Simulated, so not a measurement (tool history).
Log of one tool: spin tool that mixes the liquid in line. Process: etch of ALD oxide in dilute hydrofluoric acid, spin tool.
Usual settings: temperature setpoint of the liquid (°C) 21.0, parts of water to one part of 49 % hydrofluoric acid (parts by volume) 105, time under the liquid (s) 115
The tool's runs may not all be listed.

| run | hour | temperature setpoint of the liquid (°C) | parts of water to one part of 49 % hydrofluoric acid (parts by volume) | time under the liquid (s) | read-back film thickness of the ALD oxide reference wafer, read on the same gauge (nm) | thickness taken off the ALD oxide on a monitor wafer (angstrom) |
|---|---|---|---|---|---|---|
| 1 | 0.0 | 21.0 | 105 | 115 | 139.96 | 111.7 |
| 2 | 27.0 | 21.0 | 105 | 115 | 139.99 | 112.1 |
| 3 | 90.4 | 21.0 | 105 | 115 | 139.99 | 113.8 |
| 4 | 128.7 | 21.0 | 105 | 115 | 140.00 | 112.4 |
| 5 | 197.3 | 21.0 | 105 | 115 | 139.99 | 112.3 |
| 6 | 267.0 | 21.0 | 105 | 115 | 140.04 | 112.2 |
| 7 | 298.3 | 21.0 | 105 | 115 | 139.98 | 114.1 |
| 8 | 327.0 | 21.0 | 105 | 115 | 140.00 | 113.5 |
|  | 355.2 | gauge calibrated |
| 9 | 378.1 | 21.0 | 70 | 50 | 139.97 | 77.7 |
| 10 | 413.2 | 21.0 | 80 | 115 | 139.97 | 154.1 |
|  | 438.6 | hydrofluoric acid flow meter replaced |
| 11 | 480.5 | 19.0 | 65 | 115 | 140.00 | 169.4 |
|  | 598.4 | thermometer replaced |
| 12 | 694.3 | 19.5 | 105 | 140 | 140.00 | 124.9 |
| 13 | 727.3 | 21.0 | 105 | 115 | 139.98 | 111.2 |
| 14 | 760.4 | 19.5 | 105 | 50 | 139.98 | 44.9 |
| 15 | 814.5 | 21.0 | 155 | 140 | 140.02 | 87.0 |
| 16 | 961.1 | 23.5 | 55 | 95 | 140.01 | 208.7 |

Forecast each of these 5 alternatives for the next run:
| A | 961.5 | 21.0 | 105 | 170 | ? | ? |
| B | 961.5 | 17.0 | 120 | 170 | ? | ? |
| C | 961.5 | 17.0 | 105 | 85 | ? | ? |
| D | 961.5 | 17.5 | 145 | 115 | ? | ? |
| E | 961.5 | 24.5 | 90 | 70 | ? | ? |

| run | read-back film thickness of the ALD oxide reference wafer, read on the same gauge (nm) | thickness taken off the ALD oxide on a monitor wafer (angstrom) |
|---|---|---|
| A | 139.98 | 166.3 |
| B | 139.98 | 121.5 |
| C | 139.98 | 70.5 |
| D | 139.98 | 67.8 |
| E | 139.98 | 93.6 |
Without the tool's hidden state the same runs would have given:
| run | thickness taken off the ALD oxide on a monitor wafer (angstrom) |
|---|---|
| A | 162.5 |
| B | 118.7 |
| C | 68.9 |
| D | 66.2 |
| E | 91.5 |

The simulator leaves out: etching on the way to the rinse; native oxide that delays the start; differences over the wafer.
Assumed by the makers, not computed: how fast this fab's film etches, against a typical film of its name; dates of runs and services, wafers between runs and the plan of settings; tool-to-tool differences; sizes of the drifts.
